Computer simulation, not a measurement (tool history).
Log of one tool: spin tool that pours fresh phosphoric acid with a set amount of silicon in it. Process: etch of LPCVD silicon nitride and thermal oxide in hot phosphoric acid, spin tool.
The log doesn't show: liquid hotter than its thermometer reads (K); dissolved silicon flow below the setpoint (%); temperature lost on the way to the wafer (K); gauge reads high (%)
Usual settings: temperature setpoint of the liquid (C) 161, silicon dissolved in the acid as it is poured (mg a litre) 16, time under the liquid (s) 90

run	hour	temperature setpoint of the liquid (C)	silicon dissolved in the acid as it is poured (mg a litre)	time under the liquid (s)	wafers since the last listed run	hours since the thermometer was replaced	hours since the dissolved silicon flow meter was replaced	hours since the heated supply line was repaired	hours since the gauge calibration	read-back film thickness of the LPCVD silicon nitride reference wafer, read on the same gauge (nm)	thickness taken off the LPCVD silicon nitride on a monitor wafer (nm)
1	0	161	16	90	0	372.6	1098.8	3273.2	73.7	80.01	7.97
2	21.2	161	16	90	245	393.8	1120	3294.4	94.9	80.02	8
3	36.6	161	16	90	178	409.2	1135.4	3309.8	110.3	79.98	8.05
4	57.8	161	16	90	245	430.4	1156.6	3331	131.5	79.97	7.94
5	71.2	161	16	90	155	443.8	1170	3344.4	144.9	80	7.98
6	102.4	161	16	90	361	475	1201.2	3375.6	176.1	79.99	7.97
7	135.9	161	16	90	387	508.5	1234.7	3409.1	209.6	79.98	7.98
# hour 137.9: thermometer replaced
# hour 149.1: heated supply line repaired
8	162.6	161	16	105	285	24.7	1261.4	13.5	236.3	79.95	9.24
# hour 175.4: gauge calibrated
9	185.1	160	16	55	260	47.2	1283.9	36	9.7	79.96	4.76
10	217.5	161	16	90	374	79.6	1316.3	68.4	42.1	80	7.99
# hour 222.6: dissolved silicon flow meter replaced
11	232.1	161	5	90	157	94.2	9.5	83	56.7	79.99	8.04
12	263.3	159.5	21.5	45	361	125.4	40.7	114.2	87.9	80	3.8
13	294.2	163.5	27.5	50	357	156.3	71.6	145.1	118.8	80	4.85
14	315.4	161	16	90	245	177.5	92.8	166.3	140	80.01	8.06

4 ways to go on from here, each from the tool as it stands after run 14. What would each give?
A	315.8	161	16	90	4	177.9	93.2	166.7	140.4	?	?
B	315.8	161	16	115	4	177.9	93.2	166.7	140.4	?	?
C	315.8	158	20	90	4	177.9	93.2	166.7	140.4	?	?
D	315.8	163	25	40	4	177.9	93.2	166.7	140.4	?	?

run	read-back film thickness of the LPCVD silicon nitride reference wafer, read on the same gauge (nm)	thickness taken off the LPCVD silicon nitride on a monitor wafer (nm)
A	79.99	8.1
B	79.99	10.34
C	79.99	7.32
D	79.99	3.85
Without the tool's hidden state the same runs would have given:
run	thickness taken off the LPCVD silicon nitride on a monitor wafer (nm)
A	8.1
B	10.34
C	7.32
D	3.85

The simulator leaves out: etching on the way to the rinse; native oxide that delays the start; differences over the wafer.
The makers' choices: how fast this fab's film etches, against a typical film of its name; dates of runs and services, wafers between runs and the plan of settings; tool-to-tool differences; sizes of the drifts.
